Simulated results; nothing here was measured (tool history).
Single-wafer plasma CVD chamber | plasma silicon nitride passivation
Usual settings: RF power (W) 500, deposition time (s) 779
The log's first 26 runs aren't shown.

run,hour,RF power (W),deposition time (s),wafers since the last listed run,hours since the last RF generator calibration,hours since the showerhead was replaced,hours since the gauge calibration,"read-back reference wafer on the same gauge, thickness_nm",mean film thickness on the monitor wafer (angstrom)
27,1241.4,500,779,72,651.6,653.6,576.5,990.034,12011.75
28,1293.3,500,779,130,703.5,705.5,628.4,989.831,11951.01
29,1319.1,500,779,64,729.3,731.3,654.2,989.598,11963.54
30,1380.2,470,779,153,790.4,792.4,715.3,990.043,11760.06
31,1417.5,420,913,93,827.7,829.7,752.6,989.962,13307.99
32,1477.4,500,745,150,887.6,889.6,812.5,989.934,11319.01
33,1512.7,405,876,88,922.9,924.9,847.8,990.033,12557.95
34,1544.6,500,892,80,954.8,956.8,879.7,990.474,13522.27
# hour 1559: RF generator calibrated
35,1609.3,550,779,142,50.3,1021.5,944.4,989.918,12492.22
36,1634,475,658,62,75,1046.2,969.1,990.113,10114.02
37,1699.1,415,699,163,140.1,1111.3,1034.2,989.88,10375.27
38,1735.5,500,779,91,176.5,1147.7,1070.6,989.918,12154.55

3 ways to go on from here, each from the tool as it stands after run 38. What would each give?
A,1736.1,500,779,1,177.1,1148.3,1071.2,?,?
B,1736.1,500,647,1,177.1,1148.3,1071.2,?,?
C,1736.1,440,713,1,177.1,1148.3,1071.2,?,?

run,"read-back reference wafer on the same gauge, thickness_nm",mean film thickness on the monitor wafer (angstrom)
A,990.158,12124.9
B,990.158,10070.36
C,990.158,10721.71
Without the tool's hidden state the same runs would have given:
run,mean film thickness on the monitor wafer (angstrom)
A,12174.92
B,10111.9
C,10765.93

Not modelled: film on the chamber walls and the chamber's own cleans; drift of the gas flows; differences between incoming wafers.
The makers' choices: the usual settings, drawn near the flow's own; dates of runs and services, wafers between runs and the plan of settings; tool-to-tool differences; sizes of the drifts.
